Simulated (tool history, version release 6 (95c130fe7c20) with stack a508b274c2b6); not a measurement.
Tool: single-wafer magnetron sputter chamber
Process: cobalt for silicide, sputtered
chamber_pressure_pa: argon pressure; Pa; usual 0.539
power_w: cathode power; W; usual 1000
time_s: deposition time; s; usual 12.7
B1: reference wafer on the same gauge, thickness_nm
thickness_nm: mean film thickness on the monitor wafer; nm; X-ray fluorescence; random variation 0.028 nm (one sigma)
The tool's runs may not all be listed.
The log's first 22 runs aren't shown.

{"run": 23, "hour": 1109.6, "chamber_pressure_pa": 0.539, "power_w": 1000, "time_s": 12.7, "B1": 5.307, "thickness_nm": 6.449}
{"run": 24, "hour": 1217.2, "chamber_pressure_pa": 0.539, "power_w": 850, "time_s": 12.7, "B1": 5.306, "thickness_nm": 5.846}
{"hour": 1341.1, "done": "sputter target and shields replaced"}
{"hour": 1342.7, "done": "gauge calibrated"}
{"run": 25, "hour": 1429.4, "chamber_pressure_pa": 0.539, "power_w": 1000, "time_s": 12.7, "B1": 5.313, "thickness_nm": 6.494}
{"run": 26, "hour": 1458.8, "chamber_pressure_pa": 0.539, "power_w": 1100, "time_s": 13.4, "B1": 5.311, "thickness_nm": 7.236}
{"run": 27, "hour": 1528.9, "chamber_pressure_pa": 0.659, "power_w": 1000, "time_s": 12.7, "B1": 5.304, "thickness_nm": 6.191}
{"run": 28, "hour": 1591.1, "chamber_pressure_pa": 0.539, "power_w": 1000, "time_s": 12.7, "B1": 5.317, "thickness_nm": 6.503}
{"run": 29, "hour": 1622.1, "chamber_pressure_pa": 0.539, "power_w": 1000, "time_s": 15.1, "B1": 5.31, "thickness_nm": 7.67}
{"hour": 1755.3, "done": "sputter target and shields replaced"}
{"run": 30, "hour": 1757.4, "chamber_pressure_pa": 0.539, "power_w": 900, "time_s": 12.7, "B1": 5.305, "thickness_nm": 6.066}
{"run": 31, "hour": 1802.1, "chamber_pressure_pa": 0.452, "power_w": 1000, "time_s": 11.7, "B1": 5.299, "thickness_nm": 6.154}
{"run": 32, "hour": 1862.3, "chamber_pressure_pa": 0.539, "power_w": 1000, "time_s": 12.7, "B1": 5.3, "thickness_nm": 6.404}
{"run": 33, "hour": 1919.4, "chamber_pressure_pa": 0.424, "power_w": 1000, "time_s": 13.9, "B1": 5.309, "thickness_nm": 7.336}
{"run": 34, "hour": 1977.3, "chamber_pressure_pa": 0.624, "power_w": 1250, "time_s": 12.7, "B1": 5.311, "thickness_nm": 7.368}

5 ways to go on from here, each from the tool as it stands after run 34. What would each give?
{"run": "A", "hour": 1977.7, "chamber_pressure_pa": 0.539, "power_w": 1000, "time_s": 14.0, "B1": "?", "thickness_nm": "?"}
{"run": "B", "hour": 1977.7, "chamber_pressure_pa": 0.683, "power_w": 800, "time_s": 11.1, "B1": "?", "thickness_nm": "?"}
{"run": "C", "hour": 1977.7, "chamber_pressure_pa": 0.427, "power_w": 800, "time_s": 14.9, "B1": "?", "thickness_nm": "?"}
{"run": "D", "hour": 1977.7, "chamber_pressure_pa": 0.361, "power_w": 1000, "time_s": 10.8, "B1": "?", "thickness_nm": "?"}
{"run": "E", "hour": 1977.7, "chamber_pressure_pa": 0.485, "power_w": 1000, "time_s": 12.7, "B1": "?", "thickness_nm": "?"}

run=A B1=5.310 thickness_nm=7.148
run=B B1=5.310 thickness_nm=4.728
run=C B1=5.310 thickness_nm=6.845
run=D B1=5.310 thickness_nm=5.815
run=E B1=5.310 thickness_nm=6.589
Without the tool's hidden state the same runs would have given:
run=A thickness_nm=7.148
run=B thickness_nm=4.728
run=C thickness_nm=6.845
run=D thickness_nm=5.815
run=E thickness_nm=6.589
